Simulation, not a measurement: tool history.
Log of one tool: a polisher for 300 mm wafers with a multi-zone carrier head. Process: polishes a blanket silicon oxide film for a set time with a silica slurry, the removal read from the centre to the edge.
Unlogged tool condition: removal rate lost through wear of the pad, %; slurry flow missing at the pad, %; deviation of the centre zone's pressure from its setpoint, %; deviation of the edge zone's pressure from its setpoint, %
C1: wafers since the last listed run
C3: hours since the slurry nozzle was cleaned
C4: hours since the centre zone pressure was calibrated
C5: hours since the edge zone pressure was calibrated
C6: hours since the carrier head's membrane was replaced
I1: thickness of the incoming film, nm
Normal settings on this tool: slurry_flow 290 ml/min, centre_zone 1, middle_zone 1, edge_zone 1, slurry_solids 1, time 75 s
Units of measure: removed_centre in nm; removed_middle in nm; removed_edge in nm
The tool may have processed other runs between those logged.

Run 1, hour 0: usual settings but slurry_solids 1.1; C1 0; wafers polished on this pad 244; C3 307.4; C4 394.6; C5 928; C6 1414.9; I1 1896.1. Result: removed_centre 264.5 nm, removed_middle 262 nm, removed_edge 276.4 nm.
Run 2, hour 33: usual settings but slurry_solids 1.1; C1 186; wafers polished on this pad 431; C3 340.4; C4 427.6; C5 961; C6 1447.9; I1 1931.3. Result: removed_centre 261.4 nm, removed_middle 259.1 nm, removed_edge 271.8 nm.
Run 3, hour 57.7: usual settings but middle_zone 0.9; C1 139; wafers polished on this pad 570; C3 365.1; C4 452.3; C5 985.7; C6 1472.6; I1 1890.1. Result: removed_centre 255.6 nm, removed_middle 231.8 nm, removed_edge 262.6 nm.
Run 4, hour 144: usual settings but middle_zone 0.9; C1 487; wafers polished on this pad 1058; C3 451.4; C4 538.6; C5 1072; C6 1558.9; I1 1922.8. Result: removed_centre 248.7 nm, removed_middle 225.8 nm, removed_edge 260.1 nm.
Run 5, hour 170.9: usual settings; C1 152; wafers polished on this pad 1210; C3 478.3; C4 565.5; C5 1098.9; C6 1585.8; I1 1908.7. Result: removed_centre 252.1 nm, removed_middle 244.4 nm, removed_edge 261.7 nm.
At hour 178.9: worn pad replaced by a new one.
Run 6, hour 204.7: usual settings; C1 168; wafers polished on this pad 145; C3 512.1; C4 599.3; C5 1132.7; C6 1619.6; I1 1906.3. Result: removed_centre 248.3 nm, removed_middle 244.7 nm, removed_edge 260 nm.
Run 7, hour 225.1: usual settings; C1 115; wafers polished on this pad 261; C3 532.5; C4 619.7; C5 1153.1; C6 1640; I1 1922.9. Result: removed_centre 251.9 nm, removed_middle 249.8 nm, removed_edge 261.9 nm.
At hour 240.4: slurry nozzle cleaned.
At hour 265: carrier head's membrane replaced by a new one.
Run 8, hour 298.7: usual settings; C1 382; wafers polished on this pad 643; C3 58.3; C4 693.3; C5 1226.7; C6 33.7; I1 1876.6. Result: removed_centre 275.2 nm, removed_middle 264.4 nm, removed_edge 269.5 nm.
At hour 315.5: edge zone pressure recalibrated.
Run 9, hour 322.6: usual settings; C1 123; wafers polished on this pad 766; C3 82.2; C4 717.2; C5 7.1; C6 57.6; I1 1902.2. Result: removed_centre 263.5 nm, removed_middle 260.2 nm, removed_edge 267.1 nm.
Run 10, hour 347.6: usual settings but centre_zone 1.06, edge_zone 1.12; C1 141; wafers polished on this pad 908; C3 107.2; C4 742.2; C5 32.1; C6 82.6; I1 1934.9. Result: removed_centre 277.7 nm, removed_middle 258.5 nm, removed_edge 283.1 nm.
At hour 387: centre zone pressure recalibrated.
Run 11, hour 393.6: usual settings but centre_zone 0.97, middle_zone 0.89, time 51 s; C1 248; wafers polished on this pad 1157; C3 153.2; C4 6.6; C5 78.1; C6 128.6; I1 1950.3. Result: removed_centre 171.3 nm, removed_middle 155.9 nm, removed_edge 180.3 nm.
Run 12, hour 405.9: usual settings but slurry_solids 0.85; C1 69; wafers polished on this pad 1226; C3 165.5; C4 18.9; C5 90.4; C6 140.9; I1 1897.2. Result: removed_centre 241.5 nm, removed_middle 232.6 nm, removed_edge 247.7 nm.
At hour 411.2: worn pad replaced by a new one.
Run 13, hour 430.7: usual settings but middle_zone 1.08; C1 117; wafers polished on this pad 110; C3 190.3; C4 43.7; C5 115.2; C6 165.7; I1 1889.2. Result: removed_centre 255.2 nm, removed_middle 274.5 nm, removed_edge 264.9 nm.
Run 14, hour 458.3: usual settings; C1 156; wafers polished on this pad 266; C3 217.9; C4 71.3; C5 142.8; C6 193.3; I1 1917.5. Result: removed_centre 255 nm, removed_middle 250 nm, removed_edge 261.8 nm.
Run 15, hour 472: usual settings but middle_zone 1.07; C1 77; wafers polished on this pad 343; C3 231.6; C4 85; C5 156.5; C6 207; I1 1895.4. Result: removed_centre 256.5 nm, removed_middle 268.2 nm, removed_edge 262.8 nm.
Run 16, hour 500.2: usual settings; C1 159; wafers polished on this pad 503; C3 259.8; C4 113.2; C5 184.7; C6 235.2; I1 1896.7. Result: removed_centre 254.5 nm, removed_middle 251.1 nm, removed_edge 265.3 nm.
Run 17, hour 524: usual settings; C1 134; wafers polished on this pad 637; C3 283.6; C4 137; C5 208.5; C6 259; I1 1890.9. Result: removed_centre 260.2 nm, removed_middle 248.7 nm, removed_edge 263 nm.
Run 18, hour 556.7: usual settings but edge_zone 1.11, time 88 s; C1 184; wafers polished on this pad 822; C3 316.3; C4 169.7; C5 241.2; C6 291.7; I1 1895.5. Result: removed_centre 296.7 nm, removed_middle 292.4 nm, removed_edge 319.9 nm.

Selected run-to-run steps in removed_centre, each split into two signed amounts: the part the tool would show with no hidden state at all (from settings, incoming material and random variation), and the remainder, which goes to the hidden state together with any gauge scatter not common to the measured and the hidden-state-free results:
Run 7 -> 8: slurry nozzle cleaned, carrier head's membrane replaced by a new one. removed_centre +23.3 nm: hidden state +14.3, all else +9.
Run 10 -> 11: centre_zone 1.06 -> 0.97, middle_zone 1 -> 0.89, edge_zone 1.12 -> 1, time 75 -> 51, centre zone pressure recalibrated. removed_centre -106.4 nm: hidden state +1.9, all else -108.3.
